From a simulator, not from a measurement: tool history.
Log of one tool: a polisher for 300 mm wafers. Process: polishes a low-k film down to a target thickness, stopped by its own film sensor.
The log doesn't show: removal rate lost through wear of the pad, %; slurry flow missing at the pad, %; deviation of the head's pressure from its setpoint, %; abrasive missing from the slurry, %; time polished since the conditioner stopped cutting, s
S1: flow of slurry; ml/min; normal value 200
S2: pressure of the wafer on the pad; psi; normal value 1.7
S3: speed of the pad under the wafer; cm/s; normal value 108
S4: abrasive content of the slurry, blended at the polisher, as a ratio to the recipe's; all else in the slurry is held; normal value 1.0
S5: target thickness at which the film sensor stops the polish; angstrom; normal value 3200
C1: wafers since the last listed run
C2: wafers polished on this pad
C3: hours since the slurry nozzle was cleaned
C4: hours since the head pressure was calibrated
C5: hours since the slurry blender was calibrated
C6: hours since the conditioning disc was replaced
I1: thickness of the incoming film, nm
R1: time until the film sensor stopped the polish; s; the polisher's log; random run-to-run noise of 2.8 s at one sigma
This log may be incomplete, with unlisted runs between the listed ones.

run 1 hour=0.0 | S1=200 S2=1.5 S3=108 S4=1.0 S5=3200 | C1=0 C2=404 C3=29.9 C4=940.1 C5=69.2 C6=466.8 | I1=384.4 | R1=225.7
run 2 hour=9.0 | S1=200 S2=1.7 S3=108 S4=1.0 S5=3200 | C1=48 C2=453 C3=38.9 C4=949.1 C5=78.2 C6=475.8 | I1=376.8 | R1=178.0
run 3 hour=15.1 | S1=200 S2=1.7 S3=108 S4=1.0 S5=3200 | C1=33 C2=486 C3=45.0 C4=955.2 C5=84.3 C6=481.9 | I1=383.8 | R1=201.8
run 4 hour=29.6 | S1=200 S2=1.7 S3=108 S4=1.0 S5=3200 | C1=78 C2=565 C3=59.5 C4=969.7 C5=98.8 C6=496.4 | I1=385.3 | R1=212.1
-- hour=42.1 worn pad replaced by a new one
run 5 hour=46.5 | S1=200 S2=1.7 S3=108 S4=1.0 S5=3200 | C1=70 C2=23 C3=76.4 C4=986.6 C5=115.7 C6=513.3 | I1=383.8 | R1=187.7
run 6 hour=61.9 | S1=200 S2=1.7 S3=108 S4=1.1 S5=3200 | C1=83 C2=107 C3=91.8 C4=1002.0 C5=131.1 C6=528.7 | I1=378.8 | R1=165.5
-- hour=69.1 conditioning disc replaced and pad reconditioned
run 7 hour=69.7 | S1=200 S2=1.7 S3=108 S4=1.0 S5=3200 | C1=31 C2=139 C3=99.6 C4=1009.8 C5=138.9 C6=0.6 | I1=381.9 | R1=181.1
run 8 hour=83.4 | S1=200 S2=1.7 S3=108 S4=1.0 S5=3200 | C1=74 C2=213 C3=113.3 C4=1023.5 C5=152.6 C6=14.3 | I1=380.9 | R1=193.3
run 9 hour=96.8 | S1=200 S2=1.7 S3=108 S4=1.0 S5=3200 | C1=72 C2=286 C3=126.7 C4=1036.9 C5=166.0 C6=27.7 | I1=380.9 | R1=186.8
run 10 hour=105.1 | S1=200 S2=1.7 S3=108 S4=1.0 S5=3060 | C1=45 C2=331 C3=135.0 C4=1045.2 C5=174.3 C6=36.0 | I1=384.7 | R1=250.5
run 11 hour=111.9 | S1=200 S2=1.7 S3=108 S4=0.8 S5=3040 | C1=36 C2=368 C3=141.8 C4=1052.0 C5=181.1 C6=42.8 | I1=383.4 | R1=304.4
-- hour=148.0 worn pad replaced by a new one
run 12 hour=159.4 | S1=200 S2=1.7 S3=88 S4=1.0 S5=3200 | C1=236 C2=62 C3=189.3 C4=1099.5 C5=228.6 C6=90.3 | I1=376.9 | R1=213.6
run 13 hour=171.7 | S1=200 S2=1.7 S3=96 S4=1.0 S5=3200 | C1=66 C2=128 C3=201.6 C4=1111.8 C5=240.9 C6=102.6 | I1=380.2 | R1=206.2
-- hour=177.7 slurry blender recalibrated
-- hour=185.4 slurry nozzle cleaned
run 14 hour=188.7 | S1=200 S2=1.7 S3=108 S4=0.8 S5=3200 | C1=76 C2=205 C3=3.3 C4=1128.8 C5=11.0 C6=119.6 | I1=380.9 | R1=211.4
run 15 hour=200.1 | S1=200 S2=1.7 S3=108 S4=1.0 S5=3200 | C1=62 C2=267 C3=14.7 C4=1140.2 C5=22.4 C6=131.0 | I1=379.3 | R1=173.7
run 16 hour=211.9 | S1=200 S2=1.5 S3=108 S4=1.0 S5=3200 | C1=64 C2=331 C3=26.5 C4=1152.0 C5=34.2 C6=142.8 | I1=375.0 | R1=185.5
run 17 hour=223.9 | S1=200 S2=1.7 S3=108 S4=1.0 S5=3400 | C1=65 C2=396 C3=38.5 C4=1164.0 C5=46.2 C6=154.8 | I1=378.5 | R1=114.3
-- hour=234.8 head pressure recalibrated
run 18 hour=240.0 | S1=200 S2=1.2 S3=84 S4=1.0 S5=3200 | C1=76 C2=473 C3=54.6 C4=5.2 C5=62.3 C6=170.9 | I1=378.2 | R1=305.6
run 19 hour=253.8 | S1=135 S2=2.3 S3=108 S4=1.0 S5=3390 | C1=75 C2=548 C3=68.4 C4=19.0 C5=76.1 C6=184.7 | I1=379.3 | R1=103.1
run 20 hour=263.7 | S1=200 S2=1.2 S3=108 S4=0.7 S5=3200 | C1=53 C2=602 C3=78.3 C4=28.9 C5=86.0 C6=194.6 | I1=377.6 | R1=352.3
run 21 hour=272.6 | S1=200 S2=1.7 S3=108 S4=1.0 S5=3200 | C1=48 C2=650 C3=87.2 C4=37.8 C5=94.9 C6=203.5 | I1=377.5 | R1=180.8
-- hour=278.4 worn pad replaced by a new one
run 22 hour=284.6 | S1=200 S2=1.2 S3=108 S4=0.7 S5=3200 | C1=43 C2=33 C3=99.2 C4=49.8 C5=106.9 C6=215.5 | I1=377.6 | R1=320.1
run 23 hour=300.9 | S1=255 S2=1.4 S3=108 S4=0.8 S5=3200 | C1=88 C2=122 C3=115.5 C4=66.1 C5=123.2 C6=231.8 | I1=377.0 | R1=240.8
run 24 hour=342.7 | S1=200 S2=1.7 S3=86 S4=1.1 S5=3200 | C1=227 C2=349 C3=157.3 C4=107.9 C5=165.0 C6=273.6 | I1=385.0 | R1=226.1
run 25 hour=351.6 | S1=255 S2=1.7 S3=94 S4=1.1 S5=3130 | C1=48 C2=398 C3=166.2 C4=116.8 C5=173.9 C6=282.5 | I1=378.3 | R1=209.1

Here are 5 independent what-if runs from the current tool condition. What would each one return?
run A hour=352.1 | S1=200 S2=1.7 S3=108 S4=1.0 S5=3200 | C1=2 C2=401 C3=166.7 C4=117.3 C5=174.4 C6=283.0 | I1=382.1 | R1=?
run B hour=352.1 | S1=245 S2=1.7 S3=108 S4=1.1 S5=3110 | C1=2 C2=401 C3=166.7 C4=117.3 C5=174.4 C6=283.0 | I1=382.1 | R1=?
run C hour=352.1 | S1=200 S2=2.0 S3=140 S4=1.2 S5=3320 | C1=2 C2=401 C3=166.7 C4=117.3 C5=174.4 C6=283.0 | I1=382.1 | R1=?
run D hour=352.1 | S1=200 S2=1.7 S3=94 S4=1.0 S5=3200 | C1=2 C2=401 C3=166.7 C4=117.3 C5=174.4 C6=283.0 | I1=382.1 | R1=?
run E hour=352.1 | S1=200 S2=1.7 S3=108 S4=1.0 S5=3350 | C1=2 C2=401 C3=166.7 C4=117.3 C5=174.4 C6=283.0 | I1=382.1 | R1=?

run=A R1=201.8
run=B R1=209.5
run=C R1=100.7
run=D R1=225.5
run=E R1=153.1
The same runs, with their run-to-run variation unchanged, on a tool lacking any hidden condition would have given:
run=A R1=176.9
run=B R1=186.0
run=C R1=88.2
run=D R1=197.7
run=E R1=134.2
